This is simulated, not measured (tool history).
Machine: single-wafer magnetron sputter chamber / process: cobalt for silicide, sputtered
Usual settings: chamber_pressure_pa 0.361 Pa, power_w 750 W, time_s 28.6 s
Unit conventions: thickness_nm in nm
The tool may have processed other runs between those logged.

run	day	chamber_pressure_pa	power_w	time_s	wafers since the last listed run	wafers on the sputter target	hours since the last manometer calibration	hours since the magnet pack was replaced	hours since the gauge calibration	read-back reference wafer on the same gauge, thickness_nm	thickness_nm
1	0	0.287	750	26	0	2701	1810.5	8661.1	974.4	10.796	9.444
2	1.479	0.287	750	26	1077	3778	1846	8696.6	1009.9	10.8	9.43
3	2.896	0.361	700	28.6	1031	4810	1880	8730.6	1043.9	10.802	9.709
4	4.279	0.361	700	28.6	1007	5817	1913.2	8763.8	1077.1	10.802	9.664
5	5.454	0.361	700	28.6	855	6673	1941.4	8792	1105.3	10.799	9.624
# day 7.738: sputter target and shields replaced
6	8.35	0.361	750	28.6	1865	444	2010.9	8861.5	1174.8	10.802	10.214
7	9.171	0.361	750	28.6	597	1042	2030.6	8881.2	1194.5	10.8	10.252
8	10.271	0.361	750	28.6	800	1843	2057	8907.6	1220.9	10.801	10.242
9	11.633	0.323	750	28.6	992	2835	2089.7	8940.3	1253.6	10.796	10.323
10	12.683	0.361	750	28.6	764	3600	2114.9	8965.5	1278.8	10.794	10.205
11	14.167	0.361	750	28.6	1080	4680	2150.5	9001.1	1314.4	10.801	10.174
12	14.775	0.361	750	28.6	442	5123	2165.1	9015.7	1329	10.797	10.147
13	15.35	0.361	750	28.6	418	5541	2178.9	9029.5	1342.8	10.802	10.109
# day 17.754: gauge calibrated
# day 18.167: sputter target and shields replaced
14	18.396	0.415	950	28.6	1975	168	2252	9102.6	15.4	10.803	11.896
15	19.379	0.296	600	26.9	715	884	2275.6	9126.2	39	10.8	8.589
16	20.054	0.361	750	26.3	491	1375	2291.8	9142.4	55.2	10.805	9.444
# day 20.788: magnet pack replaced
17	20.808	0.361	750	28.6	306	1682	2309.9	0.5	73.3	10.8	10.328
18	21.808	0.284	850	23.5	728	2410	2333.9	24.5	97.3	10.801	9.343
19	22.592	0.486	750	31.5	570	2980	2352.7	43.3	116.1	10.797	10.971
20	23.208	0.456	750	28.6	449	3429	2367.5	58.1	130.9	10.803	10.053
21	24.596	0.309	950	26.3	1010	4439	2400.8	91.4	164.2	10.803	11.144
22	25.308	0.361	750	28.6	518	4958	2417.9	108.5	181.3	10.803	10.186
23	26.167	0.361	950	34	624	5583	2438.5	129.1	201.9	10.804	14.143
# day 27.083: sputter target and shields replaced
24	27.492	0.465	650	33.2	722	296	2470.3	160.9	233.7	10.801	10.674
# day 28.554: capacitance manometer re-zeroed and calibrated
25	28.804	0.262	550	25.4	712	1009	6	192.4	265.2	10.805	7.679
26	29.7	0.361	750	28.6	652	1661	27.5	213.9	286.7	10.799	10.163
27	30.912	0.44	900	24.3	882	2544	56.6	243	315.8	10.797	9.478
28	32.404	0.361	750	28.6	1086	3630	92.4	278.8	351.6	10.799	10.101
29	36.608	0.467	600	28.6	3061	6691	193.3	379.7	452.5	10.803	8.47
# day 37.958: sputter target and shields replaced
30	39.229	0.361	750	28.6	1665	925	256.2	442.6	515.4	10.797	10.17
31	40.192	0.361	750	28.6	700	1626	279.3	465.7	538.5	10.8	10.178
32	41.296	0.24	900	28.6	803	2430	305.8	492.2	565	10.799	11.825
33	41.854	0.225	750	33.6	406	2837	319.2	505.6	578.4	10.805	12.375
34	42.492	0.46	650	33.8	464	3301	334.5	520.9	593.7	10.802	10.672

Describe how what the log doesn't record of the tool's condition differs between the last listed run preceding each entry between runs and the first listed run following it.
Between runs 5 and 6: sputter target and shields replaced (day 7.738)
  deposition rate above that of a new target (%): -2.25 -> -0.425; true argon pressure above the setpoint (%): -11.4 -> -11.8
  what was measured, less what the result would be without the hidden state, thickness_nm: -0.11 -> +0.077 nm
Between runs 13 and 14: gauge calibrated (day 17.754); sputter target and shields replaced (day 18.167)
  deposition rate above that of a new target (%): -1.61 -> -0.00214; true argon pressure above the setpoint (%): -12.9 -> -13.4
  what was measured, less what the result would be without the hidden state, thickness_nm: -0.035 -> +0.176 nm
Between runs 16 and 17: magnet pack replaced (day 20.788)
  deposition rate above that of a new target (%): -0.0748 -> -0.145; true argon pressure above the setpoint (%): -13.6 -> -13.7
  what was measured, less what the result would be without the hidden state, thickness_nm: +0.12 -> +0.125 nm
Between runs 23 and 24: sputter target and shields replaced (day 27.083)
  deposition rate above that of a new target (%): -1.32 -> -0.204; true argon pressure above the setpoint (%): -14.5 -> -14.7
  what was measured, less what the result would be without the hidden state, thickness_nm: +0.016 -> +0.171 nm
Between runs 24 and 25: capacitance manometer re-zeroed and calibrated (day 28.554)
  deposition rate above that of a new target (%): -0.204 -> -0.262; true argon pressure above the setpoint (%): -14.7 -> -0.573
  what was measured, less what the result would be without the hidden state, thickness_nm: +0.171 -> -0.017 nm
Between runs 29 and 30: sputter target and shields replaced (day 37.958)
  deposition rate above that of a new target (%): -2.07 -> -0.245; true argon pressure above the setpoint (%): -1.75 -> -2.14
  what was measured, less what the result would be without the hidden state, thickness_nm: -0.161 -> -0.004 nm
